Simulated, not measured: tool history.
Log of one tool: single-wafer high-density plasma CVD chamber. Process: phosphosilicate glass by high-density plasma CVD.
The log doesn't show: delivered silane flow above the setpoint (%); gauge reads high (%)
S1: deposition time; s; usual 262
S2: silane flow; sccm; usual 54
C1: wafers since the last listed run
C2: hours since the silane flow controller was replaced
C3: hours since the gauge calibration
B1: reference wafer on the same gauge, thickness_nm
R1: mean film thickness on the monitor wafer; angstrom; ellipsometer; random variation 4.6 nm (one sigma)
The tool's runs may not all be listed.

Run 1, hour 0.0: usual settings; C1 0; C2 2371.3; C3 402.6; B1 1309.045. Result: R1 14399.17 angstrom.
Run 2, hour 61.7: usual settings; C1 248; C2 2433.0; C3 464.3; B1 1310.284. Result: R1 14471.06 angstrom.
Run 3, hour 105.6: usual settings but S2 62 sccm; C1 176; C2 2476.9; C3 508.2; B1 1311.319. Result: R1 16315.79 angstrom.
At hour 149.7: gauge calibrated.
Run 4, hour 153.5: usual settings but S2 62 sccm; C1 192; C2 2524.8; C3 3.8; B1 1310.088. Result: R1 16378.53 angstrom.
Run 5, hour 197.9: usual settings but S2 57 sccm; C1 178; C2 2569.2; C3 48.2; B1 1308.925. Result: R1 15184.29 angstrom.
Run 6, hour 235.9: usual settings; C1 153; C2 2607.2; C3 86.2; B1 1309.127. Result: R1 14445.95 angstrom.
Run 7, hour 272.3: usual settings; C1 146; C2 2643.6; C3 122.6; B1 1309.398. Result: R1 14475.26 angstrom.
Run 8, hour 312.2: usual settings; C1 160; C2 2683.5; C3 162.5; B1 1308.914. Result: R1 14458.13 angstrom.
Run 9, hour 358.8: usual settings; C1 187; C2 2730.1; C3 209.1; B1 1312.015. Result: R1 14536.50 angstrom.
Run 10, hour 417.6: usual settings; C1 236; C2 2788.9; C3 267.9; B1 1310.432. Result: R1 14580.87 angstrom.

The next listed run, before its measurement:
Run 11, hour 448.4: usual settings but S1 313 s, S2 45 sccm; C1 124; C2 2819.7; C3 298.7; B1 ?. Result: R1 ?.

Run 11 gave B1 1308.963, R1 14630.15 angstrom.
Without the tool's hidden state the same run would have given R1 14066.38 angstrom.
